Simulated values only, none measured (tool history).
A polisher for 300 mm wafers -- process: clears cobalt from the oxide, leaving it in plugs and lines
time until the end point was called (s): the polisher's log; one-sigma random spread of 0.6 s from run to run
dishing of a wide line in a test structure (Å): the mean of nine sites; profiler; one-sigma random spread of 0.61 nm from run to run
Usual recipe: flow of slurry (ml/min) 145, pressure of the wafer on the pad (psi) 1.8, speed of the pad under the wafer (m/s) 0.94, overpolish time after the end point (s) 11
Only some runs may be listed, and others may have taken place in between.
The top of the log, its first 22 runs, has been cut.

run   hour  flow of slurry (ml/min)  pressure of the wafer on the pad (psi)  speed of the pad under the wafer (m/s)  overpolish time after the end point (s)  incoming thickness of the incoming film, nm  time until the end point was called (s)  dishing of a wide line in a test structure (Å)
 23  562.3                      130                                     1.3                                    0.94                                        8                                        329.6                                     93.6                                             221
 24  583.5                      160                                     2.4                                    0.94                                       11                                        332.5                                     48.8                                             432
 25  599.4                      145                                     1.8                                    0.94                                       11                                        333.3                                     66.1                                             360
     608.6  -- head pressure recalibrated
 26  632.6                      105                                     1.8                                    0.94                                       13                                        335.9                                     75.6                                             381
 27  665.5                      185                                     1.5                                    0.94                                        9                                        326.8                                     79.5                                             271
 28  691.2                      100                                     1.6                                    1.16                                       11                                        330.5                                     69.4                                             352
 29  711.7                      170                                     1.8                                    1.22                                       11                                        327.7                                     54.1                                             421
     729.7  -- worn pad replaced by a new one
 30  733.4                      145                                     1.8                                    0.94                                       11                                        330.8                                     68.6                                             358
 31  751.9                      145                                     1.8                                    0.94                                       11                                        327.5                                     68.7                                             352
 32  778.9                      120                                       2                                     0.7                                       13                                          327                                     81.1                                             354
     800.9  -- slurry nozzle cleaned
 33  812.1                      145                                     1.8                                    0.94                                       11                                        329.8                                     69.6                                             352
 34  827.6                      145                                     1.8                                    0.76                                        5                                        324.1                                     80.8                                             171
 35  860.4                      170                                     1.8                                    1.22                                       11                                        333.7                                     53.5                                             410
 36  894.8                      180                                     1.3                                    0.82                                        8                                        329.9                                    100.2                                             208

Here are 3 independent what-if runs from the current tool condition. What would each one return?
  A  895.3                       95                                     1.8                                    0.94                                       11                                        329.2                                        ?                                               ?
  B  895.3                      145                                     1.3                                    1.14                                       18                                        329.2                                        ?                                               ?
  C  895.3                      145                                     1.2                                    0.94                                       11                                        329.2                                        ?                                               ?

run  time until the end point was called (s)  dishing of a wide line in a test structure (Å)
  A                                     74.9                                             331
  B                                       81                                             425
  C                                    103.7                                             263
Stripped of hidden state, with their random variation kept, the same runs would have yielded:
run  time until the end point was called (s)  dishing of a wide line in a test structure (Å)
  A                                     78.1                                             322
  B                                     84.4                                             416
  C                                    108.1                                             255
